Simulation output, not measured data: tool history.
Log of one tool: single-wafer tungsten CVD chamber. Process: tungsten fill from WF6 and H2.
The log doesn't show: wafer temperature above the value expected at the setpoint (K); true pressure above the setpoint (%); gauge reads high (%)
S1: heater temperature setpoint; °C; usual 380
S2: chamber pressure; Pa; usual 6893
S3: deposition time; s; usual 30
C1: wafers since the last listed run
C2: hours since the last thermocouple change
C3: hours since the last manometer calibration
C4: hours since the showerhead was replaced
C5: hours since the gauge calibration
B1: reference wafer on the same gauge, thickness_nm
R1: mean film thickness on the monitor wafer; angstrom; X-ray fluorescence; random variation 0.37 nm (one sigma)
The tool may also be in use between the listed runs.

run     day   S1    S2    S3    C1     C2     C3      C4     C5      B1       R1
  1       0  385  6893    30     0    268  553.5  4899.2  236.4  91.347   867.44
  2   0.954  385  6893    30   772  290.9  576.4  4922.1  259.3  91.436    866.8
  3   2.121  385  6893    30   944  318.9  604.4  4950.1  287.3  91.306   866.91
  4   3.329  380  6893    30   978  347.9  633.4  4979.1  316.3  91.442   792.82
  5   4.362  380  6893    30   836  372.7  658.2  5003.9  341.1   91.38   797.57
  6   4.942  380  6893    30   468  386.6  672.1  5017.8    355   91.44   790.51
  7     5.7  380  6893    30   614  404.8  690.3    5036  373.2  91.407   798.08
  8   7.154  380  6893    30  1177  439.7  725.2  5070.9  408.1  91.325   793.93
  9   8.317  380  6893    30   941  467.6  753.1  5098.8    436  91.455   795.02
 10   9.242  380  6893    30   748  489.8  775.3    5121  458.2  91.519    788.8
 11  13.325  380  6893    30  3306  587.8  873.3    5219  556.2  91.388   795.61
     16.858  -- capacitance manometer re-zeroed and calibrated
 12  16.879  380  6293  34.2  2607  673.1    0.5  5304.3  641.5  91.423    867.4
 13  17.346  380  6293  34.2   377  684.3   11.7  5315.5  652.7  91.342   864.31
 14  18.604  380  6893  25.8  1018  714.5   41.9  5345.7  682.9  91.383   677.39
 15  19.308  380  6893    30   570  731.4   58.8  5362.6  699.8  91.394   796.71
     20.004  -- gauge calibrated
 16  20.142  380  6893    30   674  751.4   78.8  5382.6    3.3  91.581   795.62
 17  21.262  380  6893    30   907  778.3  105.7  5409.5   30.2  91.306   796.66
 18  21.862  365  6426  33.1   485  792.7  120.1  5423.9   44.6  91.303   639.78
 19    23.3  389  5880  25.3  1163  827.2  154.6  5458.4   79.1  91.535   719.98
 20  24.388  380  8079  27.2   880  853.3  180.7  5484.5  105.2  91.459   780.19
 21  25.588  389  5880  25.3   971  882.1  209.5  5513.3    134  91.409   724.45
     26.696  -- showerhead replaced
 22   26.75  380  6159  26.3   671    910  237.4     1.3  161.9  91.428   656.57
 23  28.021  380  6893  32.1  1029  940.5  267.9    31.8  192.4  91.415   850.09
 24  29.404  380  6893    30  1120  973.7  301.1      65  225.6   91.35   793.89
     29.879  -- thermocouple changed; heater temperature recalibrated
 25  30.542  380  6893    30   651   15.9  328.4    92.3  252.9  91.512   792.59
 26  31.542  394  8146    34   809   39.9  352.4   116.3  276.9  91.386  1247.78
 27  32.671  380  6253  35.8   914     67  379.5   143.4    304  91.348   899.19
 28  33.638  374  8319  27.6   782   90.2  402.7   166.6  327.2  91.446   717.55
 29  34.404  380  6893    30   620  108.6  421.1     185  345.6   91.36   791.76
 30  35.146  380  7826  34.2   600  126.4  438.9   202.8  363.4  91.489   968.68
 31  36.371  375  5226  35.4   991  155.8  468.3   232.2  392.8  91.581   737.75
 32  37.167  384  7453  28.3   644  174.9  487.4   251.3  411.9  91.446   836.27
 33  38.588  380  6893    30  1150    209  521.5   285.4    446  91.318   799.04
 34  39.275  380  5666  33.8   556  225.5    538   301.9  462.5  91.279   803.46

3 ways to go on from here, each from the tool as it stands after run 34. What would each give?
  A  39.292  375  6893    30  13  225.9  538.4  302.3  462.9   ?   ?
  B  39.292  371  6893    30  13  225.9  538.4  302.3  462.9   ?   ?
  C  39.292  374  7399  31.6  13  225.9  538.4  302.3  462.9   ?   ?

run      B1      R1
  A  91.482  721.17
  B  91.482  670.26
  C  91.482  773.64
Without the tool's hidden state the same runs would have given:
run      R1
  A  721.17
  B  670.26
  C  773.64
